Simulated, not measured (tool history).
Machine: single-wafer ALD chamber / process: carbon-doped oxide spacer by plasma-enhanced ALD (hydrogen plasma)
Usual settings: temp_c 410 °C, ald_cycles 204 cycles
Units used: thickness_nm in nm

run	hour	temp_c	ald_cycles	read-back reference wafer on the same gauge, thickness_nm	thickness_nm
1	0.0	410	204	8.813	8.617
2	31.6	410	204	8.791	8.724
3	82.1	410	204	8.755	8.585
# hour 98.0: gauge calibrated
4	115.7	410	172	9.061	7.472
5	166.1	410	172	9.054	7.469
6	211.1	410	172	9.060	7.408
7	267.7	410	204	9.051	8.861
8	300.9	410	204	9.047	8.879
9	477.7	410	204	8.978	8.794
10	503.8	410	204	8.964	8.767
11	529.0	410	204	8.952	8.781
12	575.3	410	204	8.922	8.827
13	626.4	410	182	8.905	7.782
14	655.5	405	219	8.897	9.517
15	711.8	395	204	8.859	8.889
# hour 735.5: gauge calibrated
# hour 753.1: thermocouple changed; heater temperature recalibrated
16	784.9	410	204	9.026	8.882
17	827.1	395	204	9.021	9.175
18	891.1	419	243	9.009	10.295
19	943.5	410	204	8.994	8.833
20	991.9	404	175	8.993	7.689
21	1021.4	401	176	8.983	7.768
22	1049.0	403	187	8.966	8.186
23	1100.3	395	176	8.955	7.805
24	1164.9	396	204	8.923	8.967

Below are 4 alternative next runs, each starting from the tool's condition after run 24. Predict each:
A	1165.6	410	231	?	?
B	1165.6	410	177	?	?
C	1165.6	414	225	?	?
D	1165.6	424	184	?	?

run	read-back reference wafer on the same gauge, thickness_nm	thickness_nm
A	8.926	9.927
B	8.926	7.606
C	8.926	9.564
D	8.926	7.606
Take away the tool's hidden state, keep each run's random variation, and the runs would have read:
run	thickness_nm
A	10.058
B	7.707
C	9.690
D	7.706
